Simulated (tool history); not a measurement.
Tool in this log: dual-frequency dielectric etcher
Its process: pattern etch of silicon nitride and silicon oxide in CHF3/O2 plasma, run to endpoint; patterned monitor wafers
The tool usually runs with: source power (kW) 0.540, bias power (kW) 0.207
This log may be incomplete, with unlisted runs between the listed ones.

| run | hour | source power (kW) | bias power (kW) | incoming incoming film thickness, nm | endpoint time (s) |
|---|---|---|---|---|---|
| 1 | 0.0 | 0.540 | 0.207 | 221.3 | 149.8 |
| 2 | 17.4 | 0.540 | 0.207 | 219.5 | 149.6 |
| 3 | 31.6 | 0.540 | 0.207 | 220.7 | 151.2 |
| 4 | 45.9 | 0.540 | 0.207 | 220.7 | 150.7 |
| 5 | 57.8 | 0.540 | 0.207 | 219.0 | 150.0 |
|  | 87.3 | wet clean of the chamber |
| 6 | 87.8 | 0.540 | 0.207 | 221.7 | 145.7 |
| 7 | 88.1 | 0.630 | 0.207 | 219.5 | 136.2 |
| 8 | 92.2 | 0.540 | 0.207 | 218.6 | 143.2 |
|  | 116.3 | upper electrode replaced |
| 9 | 116.8 | 0.540 | 0.207 | 220.1 | 145.1 |
| 10 | 117.5 | 0.580 | 0.257 | 219.6 | 132.7 |
|  | 136.5 | bias power generator calibrated |
| 11 | 137.0 | 0.430 | 0.226 | 220.7 | 153.1 |

Forecast run 12:
|  | 146.8 | source power generator calibrated |
| 12 | 150.0 | 0.610 | 0.238 | 220.2 | ? |

endpoint time (s): 134.6
If the tool had no hidden condition, the same run with the same run-to-run variation would have returned endpoint time (s) 133.5.

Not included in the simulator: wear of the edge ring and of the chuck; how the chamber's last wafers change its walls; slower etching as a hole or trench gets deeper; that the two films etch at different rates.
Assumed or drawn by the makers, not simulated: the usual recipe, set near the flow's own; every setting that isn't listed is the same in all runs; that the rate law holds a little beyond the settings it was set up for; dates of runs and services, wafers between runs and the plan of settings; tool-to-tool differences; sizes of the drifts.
